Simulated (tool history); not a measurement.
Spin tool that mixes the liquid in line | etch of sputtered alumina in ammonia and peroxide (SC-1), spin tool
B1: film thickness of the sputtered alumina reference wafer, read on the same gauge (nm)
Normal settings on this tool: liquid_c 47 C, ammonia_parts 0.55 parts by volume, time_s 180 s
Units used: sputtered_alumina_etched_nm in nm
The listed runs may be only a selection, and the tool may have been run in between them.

run 1 hour=0 | liquid_c=47 ammonia_parts=0.55 time_s=180 | B1=89.99 | sputtered_alumina_etched_nm=8.49
run 2 hour=57.5 | liquid_c=47 ammonia_parts=0.55 time_s=180 | B1=90.02 | sputtered_alumina_etched_nm=8.48
-- hour=106.3 gauge calibrated
run 3 hour=128.2 | liquid_c=47 ammonia_parts=0.55 time_s=180 | B1=90.01 | sputtered_alumina_etched_nm=8.29
run 4 hour=180.3 | liquid_c=47 ammonia_parts=0.55 time_s=180 | B1=90.02 | sputtered_alumina_etched_nm=8.44
run 5 hour=233.9 | liquid_c=47 ammonia_parts=0.55 time_s=180 | B1=90 | sputtered_alumina_etched_nm=8.25
run 6 hour=305 | liquid_c=47 ammonia_parts=0.55 time_s=180 | B1=90 | sputtered_alumina_etched_nm=8.34
run 7 hour=336.2 | liquid_c=47 ammonia_parts=0.55 time_s=180 | B1=89.99 | sputtered_alumina_etched_nm=8.39
-- hour=362.8 ammonia flow meter replaced
-- hour=367.3 new drum of ammonia solution connected
run 8 hour=471.2 | liquid_c=47 ammonia_parts=0.55 time_s=180 | B1=89.99 | sputtered_alumina_etched_nm=8.02

The next listed run, before its measurement:
-- hour=607 gauge calibrated
run 9 hour=671.6 | liquid_c=51 ammonia_parts=0.35 time_s=80 | B1=? | sputtered_alumina_etched_nm=?

{"run 9": {"B1": 90.03, "sputtered_alumina_etched_nm": 4.23}}
With the hidden condition absent and the run-to-run variation left alone, this run would have shown sputtered_alumina_etched_nm 4.65 nm.
